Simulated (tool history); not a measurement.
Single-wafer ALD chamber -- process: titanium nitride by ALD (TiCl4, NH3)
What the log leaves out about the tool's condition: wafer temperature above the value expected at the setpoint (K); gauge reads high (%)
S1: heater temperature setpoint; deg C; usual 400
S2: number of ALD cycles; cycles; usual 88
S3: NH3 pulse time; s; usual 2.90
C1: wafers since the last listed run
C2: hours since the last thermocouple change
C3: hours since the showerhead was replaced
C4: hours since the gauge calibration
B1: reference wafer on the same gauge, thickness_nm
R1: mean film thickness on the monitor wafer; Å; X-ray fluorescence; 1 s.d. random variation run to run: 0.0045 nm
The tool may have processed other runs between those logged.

Run 1, hour 0.0: usual settings; C1 0; C2 1434.0; C3 1727.9; C4 890.7; B1 1.908. Result: R1 18.09 Å.
Run 2, hour 34.2: usual settings; C1 95; C2 1468.2; C3 1762.1; C4 924.9; B1 1.909. Result: R1 18.02 Å.
Run 3, hour 59.5: usual settings; C1 70; C2 1493.5; C3 1787.4; C4 950.2; B1 1.910. Result: R1 18.06 Å.
Run 4, hour 88.1: usual settings; C1 80; C2 1522.1; C3 1816.0; C4 978.8; B1 1.910. Result: R1 17.97 Å.
Run 5, hour 170.7: usual settings; C1 231; C2 1604.7; C3 1898.6; C4 1061.4; B1 1.910. Result: R1 17.97 Å.
Run 6, hour 197.3: usual settings; C1 74; C2 1631.3; C3 1925.2; C4 1088.0; B1 1.910. Result: R1 17.98 Å.
Run 7, hour 224.9: usual settings but S1 392 deg C; C1 77; C2 1658.9; C3 1952.8; C4 1115.6; B1 1.910. Result: R1 17.84 Å.
Run 8, hour 256.2: usual settings but S1 392 deg C; C1 87; C2 1690.2; C3 1984.1; C4 1146.9; B1 1.910. Result: R1 17.94 Å.
Run 9, hour 302.0: usual settings; C1 128; C2 1736.0; C3 2029.9; C4 1192.7; B1 1.909. Result: R1 17.97 Å.
Run 10, hour 337.2: usual settings; C1 98; C2 1771.2; C3 2065.1; C4 1227.9; B1 1.910. Result: R1 18.06 Å.
Run 11, hour 359.4: usual settings; C1 62; C2 1793.4; C3 2087.3; C4 1250.1; B1 1.908. Result: R1 18.07 Å.
Run 12, hour 379.1: usual settings; C1 55; C2 1813.1; C3 2107.0; C4 1269.8; B1 1.909. Result: R1 17.91 Å.
At hour 414.4: thermocouple changed; heater temperature recalibrated.
Run 13, hour 438.5: usual settings; C1 143; C2 24.1; C3 2166.4; C4 1329.2; B1 1.910. Result: R1 18.03 Å.
Run 14, hour 467.5: usual settings but S2 100 cycles; C1 81; C2 53.1; C3 2195.4; C4 1358.2; B1 1.909. Result: R1 20.41 Å.
At hour 490.6: gauge calibrated.
Run 15, hour 492.5: usual settings but S2 100 cycles; C1 70; C2 78.1; C3 2220.4; C4 1.9; B1 1.909. Result: R1 20.46 Å.
Run 16, hour 513.9: usual settings but S2 100 cycles; C1 59; C2 99.5; C3 2241.8; C4 23.3; B1 1.910. Result: R1 20.49 Å.
Run 17, hour 529.5: usual settings but S1 396 deg C; C1 43; C2 115.1; C3 2257.4; C4 38.9; B1 1.909. Result: R1 17.99 Å.
Run 18, hour 542.6: usual settings but S3 2.09 s; C1 36; C2 128.2; C3 2270.5; C4 52.0; B1 1.909. Result: R1 17.85 Å.
Run 19, hour 565.9: usual settings; C1 65; C2 151.5; C3 2293.8; C4 75.3; B1 1.911. Result: R1 18.05 Å.
Run 20, hour 589.7: usual settings; C1 66; C2 175.3; C3 2317.6; C4 99.1; B1 1.908. Result: R1 17.96 Å.
Run 21, hour 618.4: usual settings but S1 407 deg C, S2 101 cycles, S3 3.71 s; C1 80; C2 204.0; C3 2346.3; C4 127.8; B1 1.908. Result: R1 20.77 Å.
At hour 630.7: showerhead replaced.
Run 22, hour 653.7: usual settings but S1 404 deg C, S2 101 cycles, S3 3.67 s; C1 76; C2 239.3; C3 23.0; C4 163.1; B1 1.911. Result: R1 20.92 Å.
Run 23, hour 668.1: usual settings but S1 389 deg C, S2 105 cycles, S3 1.99 s; C1 40; C2 253.7; C3 37.4; C4 177.5; B1 1.908. Result: R1 20.97 Å.
Run 24, hour 703.8: usual settings but S1 395 deg C, S2 93 cycles, S3 2.26 s; C1 100; C2 289.4; C3 73.1; C4 213.2; B1 1.912. Result: R1 18.84 Å.
Run 25, hour 737.3: usual settings; C1 93; C2 322.9; C3 106.6; C4 246.7; B1 1.909. Result: R1 17.98 Å.
Run 26, hour 760.6: usual settings but S1 412 deg C, S2 95 cycles, S3 3.68 s; C1 65; C2 346.2; C3 129.9; C4 270.0; B1 1.910. Result: R1 19.56 Å.
Run 27, hour 795.2: usual settings but S1 389 deg C, S3 3.72 s; C1 96; C2 380.8; C3 164.5; C4 304.6; B1 1.912. Result: R1 17.97 Å.
Run 28, hour 816.7: usual settings but S1 385 deg C, S2 95 cycles; C1 60; C2 402.3; C3 186.0; C4 326.1; B1 1.910. Result: R1 19.27 Å.
Run 29, hour 847.4: usual settings but S1 385 deg C, S2 95 cycles; C1 85; C2 433.0; C3 216.7; C4 356.8; B1 1.908. Result: R1 19.26 Å.
Run 30, hour 919.3: usual settings but S1 407 deg C; C1 201; C2 504.9; C3 288.6; C4 428.7; B1 1.911. Result: R1 18.04 Å.
Run 31, hour 986.3: usual settings but S3 1.80 s; C1 187; C2 571.9; C3 355.6; C4 495.7; B1 1.909. Result: R1 17.76 Å.
Run 32, hour 1021.8: usual settings but S1 404 deg C, S2 104 cycles; C1 99; C2 607.4; C3 391.1; C4 531.2; B1 1.912. Result: R1 21.24 Å.
Run 33, hour 1055.0: usual settings; C1 92; C2 640.6; C3 424.3; C4 564.4; B1 1.910. Result: R1 18.03 Å.
Run 34, hour 1084.9: usual settings but S1 410 deg C, S3 3.51 s; C1 83; C2 670.5; C3 454.2; C4 594.3; B1 1.907. Result: R1 18.09 Å.
Run 35, hour 1119.4: usual settings but S1 391 deg C, S2 103 cycles; C1 96; C2 705.0; C3 488.7; C4 628.8; B1 1.909. Result: R1 20.93 Å.
Run 36, hour 1139.3: usual settings but S1 393 deg C, S2 98 cycles, S3 2.33 s; C1 55; C2 724.9; C3 508.6; C4 648.7; B1 1.909. Result: R1 19.82 Å.
Run 37, hour 1167.1: usual settings but S1 405 deg C; C1 77; C2 752.7; C3 536.4; C4 676.5; B1 1.909. Result: R1 18.05 Å.
Run 38, hour 1180.7: usual settings but S1 394 deg C, S2 74 cycles, S3 3.49 s; C1 38; C2 766.3; C3 550.0; C4 690.1; B1 1.910. Result: R1 15.22 Å.
Run 39, hour 1195.4: usual settings but S3 3.30 s; C1 41; C2 781.0; C3 564.7; C4 704.8; B1 1.910. Result: R1 18.05 Å.
Run 40, hour 1214.6: usual settings but S1 395 deg C, S2 79 cycles, S3 3.54 s; C1 53; C2 800.2; C3 583.9; C4 724.0; B1 1.910. Result: R1 16.16 Å.
Run 41, hour 1246.4: usual settings but S1 388 deg C, S3 3.60 s; C1 89; C2 832.0; C3 615.7; C4 755.8; B1 1.912. Result: R1 18.08 Å.

Take each entry between the runs: how does the hidden state at the last listed run before it differ from the hidden state at the first listed run after it?
Between runs 12 and 13: thermocouple changed; heater temperature recalibrated (hour 414.4)
  both runs share identical hidden conditions
Between runs 14 and 15: gauge calibrated (hour 490.6)
  both runs share identical hidden conditions
Between runs 21 and 22: showerhead replaced (hour 630.7)
  both runs share identical hidden conditions
